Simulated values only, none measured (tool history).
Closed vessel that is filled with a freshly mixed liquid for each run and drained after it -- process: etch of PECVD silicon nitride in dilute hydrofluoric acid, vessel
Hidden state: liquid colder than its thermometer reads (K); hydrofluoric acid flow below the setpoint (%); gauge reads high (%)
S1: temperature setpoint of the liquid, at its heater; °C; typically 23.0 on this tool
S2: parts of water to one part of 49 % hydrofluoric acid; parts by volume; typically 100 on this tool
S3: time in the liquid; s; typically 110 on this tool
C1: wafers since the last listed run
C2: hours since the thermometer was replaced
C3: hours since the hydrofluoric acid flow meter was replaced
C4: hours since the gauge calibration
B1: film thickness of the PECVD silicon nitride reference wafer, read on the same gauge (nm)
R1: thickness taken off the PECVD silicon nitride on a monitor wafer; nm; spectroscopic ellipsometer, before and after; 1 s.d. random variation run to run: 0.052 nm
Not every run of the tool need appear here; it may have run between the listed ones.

run	hour	S1	S2	S3	C1	C2	C3	C4	B1	R1
1	0.0	20.0	100	110	0	1212.7	761.6	725.0	140.00	4.68
2	62.4	20.0	100	110	5504	1275.1	824.0	787.4	140.02	4.73
# hour 202.2: hydrofluoric acid flow meter replaced
3	243.8	23.0	85	110	15912	1456.5	41.6	968.8	140.02	6.64
4	268.5	23.0	85	110	2178	1481.2	66.3	993.5	139.99	6.87
5	307.3	23.0	100	110	3422	1520.0	105.1	1032.3	139.99	5.71
6	364.0	23.0	100	110	5001	1576.7	161.8	1089.0	139.99	5.76
7	419.3	23.0	100	110	4877	1632.0	217.1	1144.3	140.00	5.73
8	486.6	23.0	100	110	5936	1699.3	284.4	1211.6	139.99	5.71
9	530.8	23.0	100	110	3898	1743.5	328.6	1255.8	140.00	5.76
# hour 546.5: gauge calibrated
10	587.0	23.0	100	110	4957	1799.7	384.8	40.5	140.00	5.72
11	629.1	23.0	100	110	3713	1841.8	426.9	82.6	140.00	5.70
12	668.0	23.0	100	110	3431	1880.7	465.8	121.5	139.99	5.76
13	734.4	20.0	100	90	5857	1947.1	532.2	187.9	140.00	3.86
14	768.7	23.0	75	110	3025	1981.4	566.5	222.2	139.99	7.59
15	824.7	20.0	130	70	4939	2037.4	622.5	278.2	140.02	2.34
16	869.0	23.0	145	90	3907	2081.7	666.8	322.5	140.00	3.27
17	938.0	25.5	100	140	6086	2150.7	735.8	391.5	139.99	8.54
# hour 963.3: thermometer replaced
18	1006.0	20.0	130	70	5910	42.7	803.8	459.5	140.02	2.31
# hour 1015.6: hydrofluoric acid flow meter replaced
19	1069.2	19.0	100	75	5486	105.9	53.6	522.7	140.01	2.94
20	1112.0	18.5	60	65	3775	148.7	96.4	565.5	140.00	4.16
21	1169.3	23.0	100	110	5054	206.0	153.7	622.8	140.01	5.73
22	1205.7	26.5	60	90	3210	242.4	190.1	659.2	140.02	9.88
23	1269.3	27.0	115	135	5610	306.0	253.7	722.8	140.01	7.90
24	1294.0	28.0	145	135	2178	330.7	278.4	747.5	140.00	6.80

Here are 3 independent what-if runs from the current tool condition. What would each one return?
A	1294.7	26.5	100	110	61	331.4	279.1	748.2	?	?
B	1294.7	26.0	130	140	61	331.4	279.1	748.2	?	?
C	1294.7	25.5	125	165	61	331.4	279.1	748.2	?	?

run	B1	R1
A	140.00	7.27
B	140.00	6.90
C	140.00	8.18
Take away the tool's hidden state, keep each run's random variation, and the runs would have read:
run	R1
A	7.27
B	6.90
C	8.18
